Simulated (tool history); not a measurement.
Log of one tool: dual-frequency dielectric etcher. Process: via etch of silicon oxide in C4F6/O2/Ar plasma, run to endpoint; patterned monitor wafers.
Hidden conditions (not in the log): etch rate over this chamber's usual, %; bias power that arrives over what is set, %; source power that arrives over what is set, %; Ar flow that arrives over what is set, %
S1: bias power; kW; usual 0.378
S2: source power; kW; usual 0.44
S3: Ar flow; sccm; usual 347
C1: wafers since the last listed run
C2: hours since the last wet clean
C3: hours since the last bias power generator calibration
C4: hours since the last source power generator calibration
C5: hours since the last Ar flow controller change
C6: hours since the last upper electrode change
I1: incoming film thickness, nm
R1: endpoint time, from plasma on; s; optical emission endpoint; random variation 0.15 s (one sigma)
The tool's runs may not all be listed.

run 1 hour=0 | S1=0.378 S2=0.44 S3=347 | C1=0 C2=122.9 C3=3415.9 C4=3621.1 C5=3837.6 C6=2145.9 | I1=120.9 | R1=28.8
run 2 hour=30.7 | S1=0.378 S2=0.44 S3=347 | C1=454 C2=153.6 C3=3446.6 C4=3651.8 C5=3868.3 C6=2176.6 | I1=123.1 | R1=29.6
run 3 hour=46.2 | S1=0.378 S2=0.44 S3=347 | C1=229 C2=169.1 C3=3462.1 C4=3667.3 C5=3883.8 C6=2192.1 | I1=122.7 | R1=29.8
run 4 hour=68.1 | S1=0.378 S2=0.44 S3=347 | C1=324 C2=191 C3=3484 C4=3689.2 C5=3905.7 C6=2214 | I1=121.9 | R1=29.5
run 5 hour=83.7 | S1=0.378 S2=0.39 S3=347 | C1=231 C2=206.6 C3=3499.6 C4=3704.8 C5=3921.3 C6=2229.6 | I1=122.9 | R1=30.5
run 6 hour=117.8 | S1=0.378 S2=0.5 S3=347 | C1=505 C2=240.7 C3=3533.7 C4=3738.9 C5=3955.4 C6=2263.7 | I1=122.6 | R1=28.8
run 7 hour=144.1 | S1=0.378 S2=0.5 S3=347 | C1=389 C2=267 C3=3560 C4=3765.2 C5=3981.7 C6=2290 | I1=123.9 | R1=29.1
run 8 hour=173.9 | S1=0.378 S2=0.5 S3=347 | C1=441 C2=296.8 C3=3589.8 C4=3795 C5=4011.5 C6=2319.8 | I1=122.5 | R1=28.8
run 9 hour=191.4 | S1=0.378 S2=0.44 S3=347 | C1=259 C2=314.3 C3=3607.3 C4=3812.5 C5=4029 C6=2337.3 | I1=122.9 | R1=30
-- hour=225.5 bias power generator calibrated
-- hour=225.9 Ar flow controller replaced
-- hour=239.9 wet clean of the chamber
run 10 hour=240.4 | S1=0.316 S2=0.44 S3=325 | C1=453 C2=0.5 C3=14.9 C4=3861.5 C5=14.5 C6=2386.3 | I1=122.8 | R1=31.6
run 11 hour=240.7 | S1=0.378 S2=0.44 S3=347 | C1=4 C2=0.8 C3=15.2 C4=3861.8 C5=14.8 C6=2386.6 | I1=123.1 | R1=31.1
run 12 hour=268.3 | S1=0.378 S2=0.37 S3=261 | C1=408 C2=28.4 C3=42.8 C4=3889.4 C5=42.4 C6=2414.2 | I1=122.9 | R1=30.7
run 13 hour=281.3 | S1=0.446 S2=0.54 S3=389 | C1=192 C2=41.4 C3=55.8 C4=3902.4 C5=55.4 C6=2427.2 | I1=123.1 | R1=29.1
-- hour=312.8 source power generator calibrated
-- hour=323.6 wet clean of the chamber, repeated, since the last time left the tool worse
run 14 hour=324.1 | S1=0.463 S2=0.44 S3=347 | C1=415 C2=0.5 C3=98.6 C4=11.3 C5=98.2 C6=2470 | I1=123.3 | R1=28.3
run 15 hour=332.2 | S1=0.378 S2=0.44 S3=347 | C1=120 C2=8.6 C3=106.7 C4=19.4 C5=106.3 C6=2478.1 | I1=122.5 | R1=29
-- hour=368.9 upper electrode replaced
run 16 hour=369.4 | S1=0.299 S2=0.52 S3=287 | C1=195 C2=45.8 C3=143.9 C4=56.6 C5=143.5 C6=0.5 | I1=122.5 | R1=28.2
run 17 hour=369.8 | S1=0.378 S2=0.44 S3=347 | C1=5 C2=46.2 C3=144.3 C4=57 C5=143.9 C6=0.9 | I1=123.9 | R1=29.6
run 18 hour=441.2 | S1=0.378 S2=0.55 S3=305 | C1=1057 C2=117.6 C3=215.7 C4=128.4 C5=215.3 C6=72.3 | I1=122.5 | R1=26.9
run 19 hour=476.8 | S1=0.378 S2=0.37 S3=347 | C1=527 C2=153.2 C3=251.3 C4=164 C5=250.9 C6=107.9 | I1=122.2 | R1=30.5

Here are 4 independent what-if runs from the current tool condition. What would each one return?
run A hour=477.2 | S1=0.378 S2=0.47 S3=347 | C1=5 C2=153.6 C3=251.7 C4=164.4 C5=251.3 C6=108.3 | I1=122.7 | R1=?
run B hour=477.2 | S1=0.41 S2=0.51 S3=267 | C1=5 C2=153.6 C3=251.7 C4=164.4 C5=251.3 C6=108.3 | I1=122.7 | R1=?
run C hour=477.2 | S1=0.45 S2=0.54 S3=408 | C1=5 C2=153.6 C3=251.7 C4=164.4 C5=251.3 C6=108.3 | I1=122.7 | R1=?
run D hour=477.2 | S1=0.295 S2=0.48 S3=284 | C1=5 C2=153.6 C3=251.7 C4=164.4 C5=251.3 C6=108.3 | I1=122.7 | R1=?

run=A R1=28.9
run=B R1=26.5
run=C R1=27.8
run=D R1=28.9
What these runs would have given with no unlogged condition in the tool:
run=A R1=28.5
run=B R1=26.1
run=C R1=27.4
run=D R1=28.4

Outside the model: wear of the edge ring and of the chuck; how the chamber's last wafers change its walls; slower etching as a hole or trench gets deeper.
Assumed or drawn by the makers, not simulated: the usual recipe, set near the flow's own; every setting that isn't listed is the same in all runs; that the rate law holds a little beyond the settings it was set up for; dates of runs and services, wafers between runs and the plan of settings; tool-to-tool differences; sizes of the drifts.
